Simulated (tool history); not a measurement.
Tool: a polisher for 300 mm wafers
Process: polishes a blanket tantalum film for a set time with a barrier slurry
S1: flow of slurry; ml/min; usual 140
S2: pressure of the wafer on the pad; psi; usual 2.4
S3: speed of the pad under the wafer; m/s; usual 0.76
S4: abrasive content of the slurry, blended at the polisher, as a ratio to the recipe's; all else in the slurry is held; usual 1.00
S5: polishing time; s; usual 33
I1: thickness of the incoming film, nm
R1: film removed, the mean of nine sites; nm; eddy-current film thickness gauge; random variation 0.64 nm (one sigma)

run   hour   S1   S2    S3    S4  S5     I1    R1
  1    0.0  140  2.4  0.76  1.00  33  480.5  41.3
  2   17.5  130  2.4  0.76  1.00  33  487.2  39.5
  3   29.5  130  2.4  0.76  1.00  33  483.6  38.4
  4   39.9  130  2.4  0.76  1.00  33  482.8  38.9
  5   47.9  140  2.4  0.76  1.00  33  475.4  38.2
  6   55.8  140  2.4  0.76  1.00  33  484.2  38.7
  7   72.4  140  2.4  0.76  1.00  33  488.8  37.5
  8   78.9  140  2.4  0.76  1.00  33  479.8  39.5
  9   92.4  140  2.4  0.76  1.00  33  475.1  42.9
 10  102.7  140  2.4  0.58  1.00  33  478.0  31.7
 11  119.3  140  2.4  0.58  1.00  33  478.8  31.9
 12  132.4  140  2.4  0.58  1.00  33  484.9  31.3
 13  146.0  140  2.4  0.76  0.85  33  481.0  37.1
 14  153.3  140  2.4  0.66  0.80  33  483.1  33.0
 15  164.5  140  2.4  0.76  1.00  33  485.4  39.0
 16  175.2  140  2.7  0.76  1.00  33  482.7  47.2
 17  192.0  180  2.4  0.76  0.75  33  485.5  39.7
 18  199.0  155  2.4  0.76  1.00  33  487.1  40.7
 19  215.8   95  2.7  0.98  1.15  33  480.3  56.1
 20  228.4  140  2.4  0.76  1.00  33  480.8  39.4
 21  235.2  140  2.4  0.76  1.00  33  483.4  39.8
 22  246.9  125  1.8  0.66  0.75  33  483.0  25.2
 23  259.1  140  2.4  0.76  1.00  33  481.1  41.3
 24  276.4  140  2.4  0.96  1.00  39  483.1  57.7
 25  291.1  140  2.4  0.76  1.15  33  481.4  39.5
 26  300.8  110  1.7  0.76  1.00  33  477.1  28.0
 27  307.2  120  2.4  0.76  1.00  21  478.0  24.2
 28  320.4  140  3.0  0.92  1.00  33  476.7  56.3

Not shown: 8 entries that the log had between the listed runs. Between which runs, and how does the tool's hidden state differ before and after?
Between runs 2 and 3: slurry blender recalibrated (hour 21.3)
  removal rate lost through wear of the pad, %: 7.12 -> 8.64
  measured less the result without the state, R1: -3.0 -> -3.7 nm
Between runs 8 and 9: worn pad replaced by a new one (hour 91.9)
  removal rate lost through wear of the pad, %: 11.1 -> 1.39
  measured less the result without the state, R1: -4.9 -> -0.6 nm
Between runs 11 and 12: head pressure recalibrated (hour 131.9)
  removal rate lost through wear of the pad, %: 7.29 -> 8.7
  measured less the result without the state, R1: -2.5 -> -2.9 nm
Between runs 12 and 13: slurry blender recalibrated (hour 137.6); slurry nozzle cleaned (hour 138.2)
  removal rate lost through wear of the pad, %: 8.7 -> 9.62
  measured less the result without the state, R1: -2.9 -> -3.9 nm
Between runs 15 and 16: worn pad replaced by a new one (hour 171.6)
  removal rate lost through wear of the pad, %: 10.4 -> 1.69
  measured less the result without the state, R1: -4.5 -> -0.8 nm
Between runs 22 and 23: worn pad replaced by a new one (hour 255.1)
  removal rate lost through wear of the pad, %: 9.73 -> 3.43
  measured less the result without the state, R1: -2.7 -> -1.4 nm
Between runs 24 and 25: slurry blender recalibrated (hour 278.7)
  removal rate lost through wear of the pad, %: 7.31 -> 9.21
  measured less the result without the state, R1: -4.5 -> -4.0 nm
